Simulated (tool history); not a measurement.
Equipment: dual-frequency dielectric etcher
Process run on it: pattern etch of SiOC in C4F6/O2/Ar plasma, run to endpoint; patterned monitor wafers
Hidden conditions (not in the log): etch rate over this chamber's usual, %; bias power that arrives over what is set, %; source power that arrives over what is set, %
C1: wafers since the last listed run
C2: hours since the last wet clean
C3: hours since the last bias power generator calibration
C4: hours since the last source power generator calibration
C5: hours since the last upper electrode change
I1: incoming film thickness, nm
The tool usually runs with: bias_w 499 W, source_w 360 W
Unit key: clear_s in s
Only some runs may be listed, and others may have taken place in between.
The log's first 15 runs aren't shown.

Run 16, hour 360.7: usual settings but bias_w 464 W, source_w 310 W; C1 319; C2 82.7; C3 65.2; C4 2903.8; C5 121.2; I1 33.72. Result: clear_s 12.9 s.
Run 17, hour 373.8: usual settings but bias_w 622 W, source_w 310 W; C1 180; C2 95.8; C3 78.3; C4 2916.9; C5 134.3; I1 33.51. Result: clear_s 11.2 s.
At hour 379.8: source power generator calibrated.
Run 18, hour 399.5: usual settings; C1 298; C2 121.5; C3 104; C4 19.7; C5 160; I1 33.94. Result: clear_s 12 s.
Run 19, hour 429.8: usual settings but bias_w 547 W, source_w 410 W; C1 417; C2 151.8; C3 134.3; C4 50; C5 190.3; I1 33.8. Result: clear_s 10.9 s.
Run 20, hour 476.8: usual settings; C1 646; C2 198.8; C3 181.3; C4 97; C5 237.3; I1 33.76. Result: clear_s 12.1 s.
Run 21, hour 508.1: usual settings but bias_w 583 W; C1 430; C2 230.1; C3 212.6; C4 128.3; C5 268.6; I1 33.9. Result: clear_s 11.1 s.
Run 22, hour 540.9: usual settings; C1 451; C2 262.9; C3 245.4; C4 161.1; C5 301.4; I1 33.76. Result: clear_s 12 s.
Run 23, hour 562: usual settings but bias_w 433 W, source_w 320 W; C1 290; C2 284; C3 266.5; C4 182.2; C5 322.5; I1 33.74. Result: clear_s 13.5 s.
Run 24, hour 575.6: usual settings but bias_w 576 W, source_w 320 W; C1 187; C2 297.6; C3 280.1; C4 195.8; C5 336.1; I1 34.23. Result: clear_s 12.1 s.
Run 25, hour 607.1: usual settings but bias_w 444 W, source_w 380 W; C1 433; C2 329.1; C3 311.6; C4 227.3; C5 367.6; I1 33.69. Result: clear_s 12.5 s.
Run 26, hour 630.6: usual settings but bias_w 390 W, source_w 310 W; C1 323; C2 352.6; C3 335.1; C4 250.8; C5 391.1; I1 33.9. Result: clear_s 14.5 s.
Run 27, hour 650.7: usual settings but source_w 390 W; C1 276; C2 372.7; C3 355.2; C4 270.9; C5 411.2; I1 33.82. Result: clear_s 11.8 s.
Run 28, hour 668.1: usual settings; C1 239; C2 390.1; C3 372.6; C4 288.3; C5 428.6; I1 33.95. Result: clear_s 12.3 s.
Run 29, hour 696.5: usual settings but bias_w 380 W, source_w 440 W; C1 390; C2 418.5; C3 401; C4 316.7; C5 457; I1 33.56. Result: clear_s 12.8 s.
Run 30, hour 719.2: usual settings but bias_w 554 W, source_w 310 W; C1 312; C2 441.2; C3 423.7; C4 339.4; C5 479.7; I1 34.07. Result: clear_s 12.6 s.

What if the next run were any one of these 3? Each begins from the tool's condition after run 30:
Run A, hour 719.6: usual settings; C1 5; C2 441.6; C3 424.1; C4 339.8; C5 480.1; I1 33.67. Result: clear_s ?.
Run B, hour 719.6: usual settings but bias_w 617 W; C1 5; C2 441.6; C3 424.1; C4 339.8; C5 480.1; I1 33.67. Result: clear_s ?.
Run C, hour 719.6: usual settings but bias_w 537 W, source_w 300 W; C1 5; C2 441.6; C3 424.1; C4 339.8; C5 480.1; I1 33.67. Result: clear_s ?.

run  clear_s
  A     12.2
  B       11
  C     12.6
The same runs, with their run-to-run variation unchanged, on a tool lacking any hidden condition would have given:
run  clear_s
  A     11.7
  B     10.6
  C     12.1

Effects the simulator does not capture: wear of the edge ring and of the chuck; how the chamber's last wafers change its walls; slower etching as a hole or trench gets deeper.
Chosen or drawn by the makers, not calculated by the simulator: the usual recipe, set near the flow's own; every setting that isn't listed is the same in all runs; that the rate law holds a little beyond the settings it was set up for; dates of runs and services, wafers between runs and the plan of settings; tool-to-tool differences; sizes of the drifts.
